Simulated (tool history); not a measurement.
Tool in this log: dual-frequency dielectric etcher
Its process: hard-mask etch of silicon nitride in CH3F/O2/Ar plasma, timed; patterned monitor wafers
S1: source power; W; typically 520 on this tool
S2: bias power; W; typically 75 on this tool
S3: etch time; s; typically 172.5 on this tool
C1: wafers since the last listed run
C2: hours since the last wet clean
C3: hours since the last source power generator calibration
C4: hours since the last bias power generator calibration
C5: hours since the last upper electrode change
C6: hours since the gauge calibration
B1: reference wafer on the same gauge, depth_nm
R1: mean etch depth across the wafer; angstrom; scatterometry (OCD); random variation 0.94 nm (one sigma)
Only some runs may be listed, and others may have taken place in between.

{"run": 1, "hour": 0.0, "S1": 520, "S2": 83, "S3": 172.5, "C1": 0, "C2": 392.9, "C3": 2601.9, "C4": 2585.2, "C5": 5513.9, "C6": 78.4, "B1": 168.9, "R1": 1453}
{"run": 2, "hour": 15.1, "S1": 520, "S2": 75, "S3": 172.5, "C1": 148, "C2": 408, "C3": 2617, "C4": 2600.3, "C5": 5529, "C6": 93.5, "B1": 168.9, "R1": 1401}
{"run": 3, "hour": 60.8, "S1": 520, "S2": 75, "S3": 172.5, "C1": 450, "C2": 453.7, "C3": 2662.7, "C4": 2646, "C5": 5574.7, "C6": 139.2, "B1": 169.1, "R1": 1391}
{"hour": 88.8, "done": "bias power generator calibrated"}
{"hour": 95.8, "done": "upper electrode replaced"}
{"run": 4, "hour": 96.3, "S1": 520, "S2": 75, "S3": 172.5, "C1": 241, "C2": 489.2, "C3": 2698.2, "C4": 7.5, "C5": 0.5, "C6": 174.7, "B1": 169.1, "R1": 1379}
{"run": 5, "hour": 96.7, "S1": 490, "S2": 63, "S3": 172.5, "C1": 3, "C2": 489.6, "C3": 2698.6, "C4": 7.9, "C5": 0.9, "C6": 175.1, "B1": 168.9, "R1": 1328}
{"run": 6, "hour": 101.5, "S1": 490, "S2": 63, "S3": 172.5, "C1": 47, "C2": 494.4, "C3": 2703.4, "C4": 12.7, "C5": 5.7, "C6": 179.9, "B1": 169, "R1": 1314}
{"hour": 108.8, "done": "source power generator calibrated"}
{"run": 7, "hour": 115.4, "S1": 520, "S2": 75, "S3": 172.5, "C1": 97, "C2": 508.3, "C3": 6.6, "C4": 26.6, "C5": 19.6, "C6": 193.8, "B1": 169, "R1": 1390}
{"hour": 122.1, "done": "gauge calibrated"}
{"run": 8, "hour": 128.1, "S1": 520, "S2": 75, "S3": 172.5, "C1": 125, "C2": 521, "C3": 19.3, "C4": 39.3, "C5": 32.3, "C6": 6, "B1": 169.1, "R1": 1401}
{"run": 9, "hour": 145.9, "S1": 520, "S2": 75, "S3": 172.5, "C1": 175, "C2": 538.8, "C3": 37.1, "C4": 57.1, "C5": 50.1, "C6": 23.8, "B1": 169.1, "R1": 1390}
{"run": 10, "hour": 154.1, "S1": 520, "S2": 75, "S3": 172.5, "C1": 80, "C2": 547, "C3": 45.3, "C4": 65.3, "C5": 58.3, "C6": 32, "B1": 169.1, "R1": 1379}
{"hour": 178.5, "done": "wet clean of the chamber"}
{"run": 11, "hour": 179.0, "S1": 520, "S2": 75, "S3": 172.5, "C1": 8, "C2": 0.5, "C3": 70.2, "C4": 90.2, "C5": 83.2, "C6": 56.9, "B1": 168.9, "R1": 1473}
{"run": 12, "hour": 181.9, "S1": 520, "S2": 75, "S3": 172.5, "C1": 28, "C2": 3.4, "C3": 73.1, "C4": 93.1, "C5": 86.1, "C6": 59.8, "B1": 169.1, "R1": 1475}
{"run": 13, "hour": 189.7, "S1": 520, "S2": 75, "S3": 172.5, "C1": 76, "C2": 11.2, "C3": 80.9, "C4": 100.9, "C5": 93.9, "C6": 67.6, "B1": 169.2, "R1": 1470}
{"run": 14, "hour": 203.1, "S1": 520, "S2": 69, "S3": 204, "C1": 132, "C2": 24.6, "C3": 94.3, "C4": 114.3, "C5": 107.3, "C6": 81, "B1": 168.8, "R1": 1685}
{"run": 15, "hour": 216.0, "S1": 590, "S2": 82, "S3": 172.5, "C1": 127, "C2": 37.5, "C3": 107.2, "C4": 127.2, "C5": 120.2, "C6": 93.9, "B1": 169, "R1": 1542}
{"run": 16, "hour": 230.8, "S1": 580, "S2": 86, "S3": 212, "C1": 145, "C2": 52.3, "C3": 122, "C4": 142, "C5": 135, "C6": 108.7, "B1": 169, "R1": 1906}
{"run": 17, "hour": 242.6, "S1": 650, "S2": 89, "S3": 145, "C1": 116, "C2": 64.1, "C3": 133.8, "C4": 153.8, "C5": 146.8, "C6": 120.5, "B1": 168.9, "R1": 1379}
{"run": 18, "hour": 254.9, "S1": 550, "S2": 85, "S3": 218.5, "C1": 121, "C2": 76.4, "C3": 146.1, "C4": 166.1, "C5": 159.1, "C6": 132.8, "B1": 168.9, "R1": 1933}
{"run": 19, "hour": 261.5, "S1": 520, "S2": 69, "S3": 204, "C1": 65, "C2": 83, "C3": 152.7, "C4": 172.7, "C5": 165.7, "C6": 139.4, "B1": 168.9, "R1": 1670}
{"run": 20, "hour": 270.5, "S1": 460, "S2": 66, "S3": 207.5, "C1": 88, "C2": 92, "C3": 161.7, "C4": 181.7, "C5": 174.7, "C6": 148.4, "B1": 169, "R1": 1637}
{"run": 21, "hour": 283.5, "S1": 590, "S2": 75, "S3": 219, "C1": 128, "C2": 105, "C3": 174.7, "C4": 194.7, "C5": 187.7, "C6": 161.4, "B1": 168.9, "R1": 1911}
{"run": 22, "hour": 293.7, "S1": 410, "S2": 57, "S3": 146.5, "C1": 100, "C2": 115.2, "C3": 184.9, "C4": 204.9, "C5": 197.9, "C6": 171.6, "B1": 169.2, "R1": 1086}

Branching from run 22: 5 alternative next runs. What would each branch give?
{"run": "A", "hour": 294.2, "S1": 520, "S2": 75, "S3": 172.5, "C1": 4, "C2": 115.7, "C3": 185.4, "C4": 205.4, "C5": 198.4, "C6": 172.1, "B1": "?", "R1": "?"}
{"run": "B", "hour": 294.2, "S1": 520, "S2": 75, "S3": 127.5, "C1": 4, "C2": 115.7, "C3": 185.4, "C4": 205.4, "C5": 198.4, "C6": 172.1, "B1": "?", "R1": "?"}
{"run": "C", "hour": 294.2, "S1": 640, "S2": 58, "S3": 210, "C1": 4, "C2": 115.7, "C3": 185.4, "C4": 205.4, "C5": 198.4, "C6": 172.1, "B1": "?", "R1": "?"}
{"run": "D", "hour": 294.2, "S1": 520, "S2": 87, "S3": 122, "C1": 4, "C2": 115.7, "C3": 185.4, "C4": 205.4, "C5": 198.4, "C6": 172.1, "B1": "?", "R1": "?"}
{"run": "E", "hour": 294.2, "S1": 580, "S2": 62, "S3": 223, "C1": 4, "C2": 115.7, "C3": 185.4, "C4": 205.4, "C5": 198.4, "C6": 172.1, "B1": "?", "R1": "?"}

run=A B1=169.2 R1=1464
run=B B1=169.2 R1=1082
run=C B1=169.2 R1=1795
run=D B1=169.2 R1=1075
run=E B1=169.2 R1=1874
Take away the tool's hidden state, keep each run's random variation, and the runs would have read:
run=A R1=1484
run=B R1=1097
run=C R1=1821
run=D R1=1090
run=E R1=1900

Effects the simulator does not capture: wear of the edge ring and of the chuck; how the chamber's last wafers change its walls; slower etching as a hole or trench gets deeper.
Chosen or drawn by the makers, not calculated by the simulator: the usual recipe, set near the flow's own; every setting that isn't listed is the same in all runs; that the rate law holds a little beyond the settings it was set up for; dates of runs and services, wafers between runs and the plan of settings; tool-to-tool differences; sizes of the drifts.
